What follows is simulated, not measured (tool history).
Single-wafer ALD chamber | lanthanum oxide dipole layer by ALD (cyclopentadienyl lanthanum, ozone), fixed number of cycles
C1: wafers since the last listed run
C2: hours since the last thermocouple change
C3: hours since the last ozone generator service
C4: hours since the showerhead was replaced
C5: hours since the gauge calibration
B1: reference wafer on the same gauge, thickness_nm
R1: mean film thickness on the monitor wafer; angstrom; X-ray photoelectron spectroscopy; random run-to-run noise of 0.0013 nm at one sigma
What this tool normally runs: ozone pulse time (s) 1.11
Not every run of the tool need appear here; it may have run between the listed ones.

run 1 hour=0.0 | ozone_pulse_time_(s)=1.11 | C1=0 C2=623.4 C3=826.7 C4=1745.0 C5=898.7 | B1=0.520 | R1=5.08
run 2 hour=50.5 | ozone_pulse_time_(s)=0.83 | C1=743 C2=673.9 C3=877.2 C4=1795.5 C5=949.2 | B1=0.519 | R1=4.67
run 3 hour=90.0 | ozone_pulse_time_(s)=1.11 | C1=581 C2=713.4 C3=916.7 C4=1835.0 C5=988.7 | B1=0.519 | R1=5.11
run 4 hour=115.6 | ozone_pulse_time_(s)=1.11 | C1=376 C2=739.0 C3=942.3 C4=1860.6 C5=1014.3 | B1=0.519 | R1=5.09
run 5 hour=153.8 | ozone_pulse_time_(s)=1.42 | C1=562 C2=777.2 C3=980.5 C4=1898.8 C5=1052.5 | B1=0.519 | R1=5.39
run 6 hour=207.4 | ozone_pulse_time_(s)=1.42 | C1=788 C2=830.8 C3=1034.1 C4=1952.4 C5=1106.1 | B1=0.519 | R1=5.42
run 7 hour=263.3 | ozone_pulse_time_(s)=0.78 | C1=822 C2=886.7 C3=1090.0 C4=2008.3 C5=1162.0 | B1=0.519 | R1=4.55
run 8 hour=332.5 | ozone_pulse_time_(s)=0.78 | C1=1018 C2=955.9 C3=1159.2 C4=2077.5 C5=1231.2 | B1=0.519 | R1=4.55
run 9 hour=374.0 | ozone_pulse_time_(s)=1.22 | C1=610 C2=997.4 C3=1200.7 C4=2119.0 C5=1272.7 | B1=0.519 | R1=5.20
-- hour=426.3 ozone generator serviced
run 10 hour=441.5 | ozone_pulse_time_(s)=0.91 | C1=875 C2=1064.9 C3=15.2 C4=2186.5 C5=1340.2 | B1=0.519 | R1=5.00
run 11 hour=484.9 | ozone_pulse_time_(s)=0.91 | C1=638 C2=1108.3 C3=58.6 C4=2229.9 C5=1383.6 | B1=0.519 | R1=4.96
-- hour=488.3 gauge calibrated
-- hour=510.4 thermocouple changed; heater temperature recalibrated
run 12 hour=522.5 | ozone_pulse_time_(s)=0.91 | C1=435 C2=12.1 C3=96.2 C4=2267.5 C5=34.2 | B1=0.519 | R1=4.96
run 13 hour=579.0 | ozone_pulse_time_(s)=1.11 | C1=831 C2=68.6 C3=152.7 C4=2324.0 C5=90.7 | B1=0.519 | R1=5.21
run 14 hour=642.7 | ozone_pulse_time_(s)=1.11 | C1=937 C2=132.3 C3=216.4 C4=2387.7 C5=154.4 | B1=0.519 | R1=5.16
run 15 hour=693.9 | ozone_pulse_time_(s)=1.54 | C1=753 C2=183.5 C3=267.6 C4=2438.9 C5=205.6 | B1=0.519 | R1=5.54
-- hour=719.6 showerhead replaced, of another model than before
run 16 hour=721.1 | ozone_pulse_time_(s)=0.87 | C1=282 C2=210.7 C3=294.8 C4=1.5 C5=232.8 | B1=0.519 | R1=5.03
run 17 hour=762.3 | ozone_pulse_time_(s)=1.41 | C1=606 C2=251.9 C3=336.0 C4=42.7 C5=274.0 | B1=0.519 | R1=5.40
run 18 hour=824.7 | ozone_pulse_time_(s)=0.70 | C1=918 C2=314.3 C3=398.4 C4=105.1 C5=336.4 | B1=0.519 | R1=4.87
run 19 hour=872.8 | ozone_pulse_time_(s)=1.38 | C1=707 C2=362.4 C3=446.5 C4=153.2 C5=384.5 | B1=0.519 | R1=5.38
run 20 hour=906.0 | ozone_pulse_time_(s)=1.11 | C1=488 C2=395.6 C3=479.7 C4=186.4 C5=417.7 | B1=0.519 | R1=5.18
run 21 hour=936.8 | ozone_pulse_time_(s)=0.75 | C1=453 C2=426.4 C3=510.5 C4=217.2 C5=448.5 | B1=0.519 | R1=4.90
run 22 hour=968.1 | ozone_pulse_time_(s)=1.32 | C1=460 C2=457.7 C3=541.8 C4=248.5 C5=479.8 | B1=0.519 | R1=5.33
run 23 hour=1006.6 | ozone_pulse_time_(s)=0.89 | C1=566 C2=496.2 C3=580.3 C4=287.0 C5=518.3 | B1=0.519 | R1=5.00
run 24 hour=1123.1 | ozone_pulse_time_(s)=1.23 | C1=1714 C2=612.7 C3=696.8 C4=403.5 C5=634.8 | B1=0.519 | R1=5.26

Here are 3 independent what-if runs from the current tool condition. What would each one return?
run A hour=1123.5 | ozone_pulse_time_(s)=0.88 | C1=5 C2=613.1 C3=697.2 C4=403.9 C5=635.2 | B1=? | R1=?
run B hour=1123.5 | ozone_pulse_time_(s)=0.77 | C1=5 C2=613.1 C3=697.2 C4=403.9 C5=635.2 | B1=? | R1=?
run C hour=1123.5 | ozone_pulse_time_(s)=0.80 | C1=5 C2=613.1 C3=697.2 C4=403.9 C5=635.2 | B1=? | R1=?

run=A B1=0.519 R1=4.99
run=B B1=0.519 R1=4.89
run=C B1=0.519 R1=4.92
Take away the tool's hidden state, keep each run's random variation, and the runs would have read:
run=A R1=5.08
run=B R1=4.98
run=C R1=5.01
